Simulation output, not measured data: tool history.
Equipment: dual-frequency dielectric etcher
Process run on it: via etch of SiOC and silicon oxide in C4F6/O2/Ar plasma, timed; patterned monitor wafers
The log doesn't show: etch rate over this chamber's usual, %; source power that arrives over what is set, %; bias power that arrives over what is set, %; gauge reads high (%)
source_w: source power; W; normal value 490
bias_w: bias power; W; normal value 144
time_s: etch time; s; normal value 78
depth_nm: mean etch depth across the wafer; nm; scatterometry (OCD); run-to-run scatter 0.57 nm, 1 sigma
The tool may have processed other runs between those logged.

run,hour,source_w,bias_w,time_s,wafers since the last listed run,hours since the last wet clean,hours since the last source power generator calibration,hours since the last bias power generator calibration,hours since the last upper electrode change,hours since the gauge calibration,"read-back reference wafer on the same gauge, depth_nm",depth_nm
1,0,490,144,78,0,217.4,1295.7,649.4,4873,257.4,70.9,85.4
2,50,490,144,78,401,267.4,1345.7,699.4,4923,307.4,71,85.3
3,132.8,490,144,59.5,665,350.2,1428.5,782.2,5005.8,390.2,70.9,65.2
4,231.3,490,144,59.5,791,448.7,1527,880.7,5104.3,488.7,70.8,66.6
5,305.8,490,144,59.5,598,523.2,1601.5,955.2,5178.8,563.2,70.8,67
6,401,490,144,78,764,618.4,1696.7,1050.4,5274,658.4,70.9,87.5
7,478.1,580,144,67,619,695.5,1773.8,1127.5,5351.1,735.5,70.8,80
# hour 516.6: wet clean of the chamber
8,549.5,570,130,78,380,32.9,1845.2,1198.9,5422.5,806.9,71.1,86.2
9,627,490,179,70.5,622,110.4,1922.7,1276.4,5500,884.4,71,82
10,708,600,153,78,650,191.4,2003.7,1357.4,5581,965.4,70.9,93.2
11,810.4,380,114,57.5,822,293.8,2106.1,1459.8,5683.4,1067.8,71,54.1
# hour 840.5: upper electrode replaced
12,868.4,600,133,93,273,351.8,2164.1,1517.8,27.9,1125.8,70.8,109
13,966.5,380,164,78,787,449.9,2262.2,1615.9,126,1223.9,70.9,83
14,1046.1,580,172,78,639,529.5,2341.8,1695.5,205.6,1303.5,70.8,97.9
15,1101.5,400,165,69.5,445,584.9,2397.2,1750.9,261,1358.9,70.9,75.6
16,1189,540,144,59,702,672.4,2484.7,1838.4,348.5,1446.4,70.9,68.7
# hour 1226.9: source power generator calibrated
17,1246.5,550,144,61,429,729.9,19.6,1895.9,406,1503.9,70.8,71.6
18,1331.5,490,144,78,682,814.9,104.6,1980.9,491,1588.9,70.8,88.1
# hour 1379.6: wet clean of the chamber
19,1380.1,530,144,78,197,0.5,153.2,2029.5,539.6,1637.5,70.9,86.9

Expected results for the next run?
20,1457.9,490,144,78,624,78.3,231,2107.3,617.4,1715.3,?,?

read-back reference wafer on the same gauge, depth_nm: 71
depth_nm: 83.9 nm
Without the tool's hidden state the same run would have given depth_nm 83.7 nm.
